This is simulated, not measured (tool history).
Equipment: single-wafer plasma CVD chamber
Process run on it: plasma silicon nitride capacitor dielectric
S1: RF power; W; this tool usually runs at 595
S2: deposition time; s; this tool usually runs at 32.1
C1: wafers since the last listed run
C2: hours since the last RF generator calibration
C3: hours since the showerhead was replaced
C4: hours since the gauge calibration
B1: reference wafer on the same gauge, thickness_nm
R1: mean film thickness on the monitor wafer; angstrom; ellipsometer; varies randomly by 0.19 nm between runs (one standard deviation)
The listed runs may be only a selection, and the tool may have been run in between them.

| run | hour | S1 | S2 | C1 | C2 | C3 | C4 | B1 | R1 |
|---|---|---|---|---|---|---|---|---|---|
| 1 | 0 | 535 | 35.5 | 0 | 140 | 4237.5 | 835.2 | 42.893 | 548.99 |
| 2 | 31.6 | 535 | 35.5 | 791 | 171.6 | 4269.1 | 866.8 | 42.894 | 545.4 |
| 3 | 49.1 | 535 | 35.5 | 438 | 189.1 | 4286.6 | 884.3 | 42.897 | 548.43 |
| 4 | 84.2 | 630 | 37.2 | 878 | 224.2 | 4321.7 | 919.4 | 42.859 | 598.29 |
| 5 | 109 | 595 | 32.1 | 620 | 249 | 4346.5 | 944.2 | 42.911 | 507.55 |
| 6 | 134 | 595 | 32.1 | 625 | 274 | 4371.5 | 969.2 | 42.909 | 511.85 |
| 7 | 227.9 | 595 | 32.1 | 2350 | 367.9 | 4465.4 | 1063.1 | 42.901 | 506.92 |
| 8 | 256.6 | 595 | 32.1 | 718 | 396.6 | 4494.1 | 1091.8 | 42.931 | 505.31 |
| 9 | 290.4 | 560 | 32.1 | 846 | 430.4 | 4527.9 | 1125.6 | 42.9 | 501.56 |
| 10 | 318 | 545 | 32.1 | 691 | 458 | 4555.5 | 1153.2 | 42.889 | 496.16 |
| 11 | 350.7 | 545 | 32.1 | 818 | 490.7 | 4588.2 | 1185.9 | 42.864 | 494.58 |
| 12 | 374.4 | 595 | 32.1 | 593 | 514.4 | 4611.9 | 1209.6 | 42.862 | 502.94 |
| 13 | 400.1 | 595 | 32.1 | 643 | 540.1 | 4637.6 | 1235.3 | 42.934 | 504.19 |
|  | 413.5 | showerhead replaced |
| 14 | 426.3 | 595 | 27.5 | 455 | 566.3 | 12.8 | 1261.5 | 42.887 | 432.66 |
| 15 | 442.1 | 595 | 27.5 | 395 | 582.1 | 28.6 | 1277.3 | 42.872 | 436.28 |
| 16 | 471.5 | 595 | 27.5 | 736 | 611.5 | 58 | 1306.7 | 42.92 | 433.17 |
|  | 476.3 | gauge calibrated |
| 17 | 521.3 | 530 | 33.4 | 1246 | 661.3 | 107.8 | 45 | 42.908 | 508.16 |
| 18 | 553.9 | 530 | 33.4 | 816 | 693.9 | 140.4 | 77.6 | 42.873 | 511.47 |
| 19 | 583.9 | 530 | 33.4 | 751 | 723.9 | 170.4 | 107.6 | 42.868 | 512.37 |
| 20 | 616.2 | 595 | 32.1 | 808 | 756.2 | 202.7 | 139.9 | 42.923 | 500.43 |
| 21 | 647.8 | 595 | 32.1 | 791 | 787.8 | 234.3 | 171.5 | 42.901 | 504 |
| 22 | 663.1 | 700 | 36.7 | 383 | 803.1 | 249.6 | 186.8 | 42.968 | 597.08 |
|  | 674.4 | RF generator calibrated |
| 23 | 677.4 | 595 | 32.1 | 157 | 3 | 263.9 | 201.1 | 42.914 | 514.88 |
| 24 | 698.8 | 555 | 36.4 | 535 | 24.4 | 285.3 | 222.5 | 42.846 | 572.64 |
| 25 | 720.5 | 480 | 29.1 | 543 | 46.1 | 307 | 244.2 | 42.908 | 441.74 |
| 26 | 746.6 | 520 | 38.4 | 653 | 72.2 | 333.1 | 270.3 | 42.882 | 592.69 |
| 27 | 777.8 | 535 | 35.5 | 781 | 103.4 | 364.3 | 301.5 | 42.932 | 551.94 |
| 28 | 797.7 | 595 | 27.9 | 498 | 123.3 | 384.2 | 321.4 | 42.894 | 443.57 |
| 29 | 824.2 | 515 | 27.1 | 663 | 149.8 | 410.7 | 347.9 | 42.95 | 415.27 |
| 30 | 841.6 | 530 | 32.1 | 435 | 167.2 | 428.1 | 365.3 | 42.933 | 499.56 |
| 31 | 864.3 | 595 | 32.1 | 568 | 189.9 | 450.8 | 388 | 42.863 | 508.48 |
| 32 | 877.3 | 635 | 32.1 | 325 | 202.9 | 463.8 | 401 | 42.862 | 516.51 |
| 33 | 898.7 | 595 | 32.1 | 535 | 224.3 | 485.2 | 422.4 | 42.887 | 507.65 |
| 34 | 933.3 | 525 | 30.2 | 866 | 258.9 | 519.8 | 457 | 42.855 | 465 |
| 35 | 955 | 695 | 32.1 | 543 | 280.6 | 541.5 | 478.7 | 42.855 | 524.98 |
| 36 | 1052.6 | 595 | 27.3 | 2443 | 378.2 | 639.1 | 576.3 | 42.913 | 429.97 |
| 37 | 1085.4 | 510 | 27.8 | 821 | 411 | 671.9 | 609.1 | 42.917 | 423.71 |
| 38 | 1100.4 | 670 | 26.2 | 375 | 426 | 686.9 | 624.1 | 42.894 | 422.12 |
| 39 | 1119.9 | 525 | 32.1 | 488 | 445.5 | 706.4 | 643.6 | 42.862 | 490.59 |
| 40 | 1132.8 | 700 | 27.3 | 322 | 458.4 | 719.3 | 656.5 | 42.887 | 447.33 |
| 41 | 1161 | 480 | 26.2 | 706 | 486.6 | 747.5 | 684.7 | 42.895 | 395.61 |
| 42 | 1173 | 545 | 26.4 | 300 | 498.6 | 759.5 | 696.7 | 42.922 | 408.29 |

Below are 5 alternative next runs, each starting from the tool's condition after run 42. Predict each:
| A | 1173.4 | 595 | 29 | 10 | 499 | 759.9 | 697.1 | ? | ? |
| B | 1173.4 | 595 | 38.5 | 10 | 499 | 759.9 | 697.1 | ? | ? |
| C | 1173.4 | 485 | 29.2 | 10 | 499 | 759.9 | 697.1 | ? | ? |
| D | 1173.4 | 685 | 32.1 | 10 | 499 | 759.9 | 697.1 | ? | ? |
| E | 1173.4 | 595 | 30.3 | 10 | 499 | 759.9 | 697.1 | ? | ? |

| run | B1 | R1 |
|---|---|---|
| A | 42.869 | 456.42 |
| B | 42.869 | 605.93 |
| C | 42.869 | 439.23 |
| D | 42.869 | 521.92 |
| E | 42.869 | 476.88 |
Stripped of hidden state, with their random variation kept, the same runs would have yielded:
| run | R1 |
|---|---|
| A | 464.86 |
| B | 617.14 |
| C | 447.35 |
| D | 531.57 |
| E | 485.7 |
